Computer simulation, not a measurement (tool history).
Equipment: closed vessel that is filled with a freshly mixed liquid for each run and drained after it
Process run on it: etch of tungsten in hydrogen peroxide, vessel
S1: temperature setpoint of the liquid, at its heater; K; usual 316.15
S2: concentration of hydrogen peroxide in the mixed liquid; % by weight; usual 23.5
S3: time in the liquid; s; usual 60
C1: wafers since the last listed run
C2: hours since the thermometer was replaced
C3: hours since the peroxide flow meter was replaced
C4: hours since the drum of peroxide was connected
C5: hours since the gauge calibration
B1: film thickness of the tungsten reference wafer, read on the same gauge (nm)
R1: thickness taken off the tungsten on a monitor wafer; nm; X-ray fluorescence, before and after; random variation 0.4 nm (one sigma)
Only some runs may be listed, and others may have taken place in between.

Run 1, hour 0: usual settings but S3 70 s; C1 0; C2 1051.8; C3 242.5; C4 636.6; C5 1446.7; B1 120.02. Result: R1 92.05 nm.
Run 2, hour 54.4: usual settings but S3 70 s; C1 4864; C2 1106.2; C3 296.9; C4 691; C5 1501.1; B1 119.94. Result: R1 91.76 nm.
Run 3, hour 95.4: usual settings; C1 3666; C2 1147.2; C3 337.9; C4 732; C5 1542.1; B1 120. Result: R1 79.02 nm.
Run 4, hour 119.9: usual settings; C1 2190; C2 1171.7; C3 362.4; C4 756.5; C5 1566.6; B1 120. Result: R1 78.87 nm.
Run 5, hour 178.4: usual settings; C1 5230; C2 1230.2; C3 420.9; C4 815; C5 1625.1; B1 119.97. Result: R1 78.42 nm.
Run 6, hour 223.7: usual settings; C1 4050; C2 1275.5; C3 466.2; C4 860.3; C5 1670.4; B1 120. Result: R1 79.22 nm.
At hour 300.4: peroxide flow meter replaced, repeated, since the last time left the tool worse.
Run 7, hour 357.5: usual settings; C1 11874; C2 1409.3; C3 57.1; C4 994.1; C5 1804.2; B1 120.04. Result: R1 74.75 nm.
Run 8, hour 422.3: usual settings; C1 5794; C2 1474.1; C3 121.9; C4 1058.9; C5 1869; B1 119.99. Result: R1 74.65 nm.
Run 9, hour 561.2: usual settings; C1 12419; C2 1613; C3 260.8; C4 1197.8; C5 2007.9; B1 119.96. Result: R1 74.21 nm.
At hour 577.2: thermometer replaced.
Run 10, hour 607.9: usual settings; C1 4086; C2 30.7; C3 307.5; C4 1244.5; C5 2054.6; B1 120.02. Result: R1 74.99 nm.
Run 11, hour 653.8: usual settings but S1 320.15 K, S2 27 % by weight, S3 50 s; C1 4104; C2 76.6; C3 353.4; C4 1290.4; C5 2100.5; B1 120.02. Result: R1 86.28 nm.
Run 12, hour 712.8: usual settings but S1 310.65 K, S3 30 s; C1 5275; C2 135.6; C3 412.4; C4 1349.4; C5 2159.5; B1 120.07. Result: R1 26.67 nm.
At hour 820.7: peroxide flow meter replaced.
Run 13, hour 871.7: usual settings but S2 17.5 % by weight, S3 75 s; C1 14118; C2 294.5; C3 51; C4 1508.3; C5 2318.4; B1 120. Result: R1 80.33 nm.
Run 14, hour 940.4: usual settings; C1 6142; C2 363.2; C3 119.7; C4 1577; C5 2387.1; B1 120. Result: R1 74.75 nm.
Run 15, hour 996.1: usual settings; C1 4980; C2 418.9; C3 175.4; C4 1632.7; C5 2442.8; B1 119.99. Result: R1 74.7 nm.

Predict the results of run 16:
Run 16, hour 1031.3: usual settings but S1 309.65 K, S2 17.5 % by weight, S3 85 s; C1 3147; C2 454.1; C3 210.6; C4 1667.9; C5 2478; B1 ?. Result: R1 ?.

B1: 119.94
R1: 59.84 nm
Without the tool's hidden state the same run would have given R1 59.06 nm.
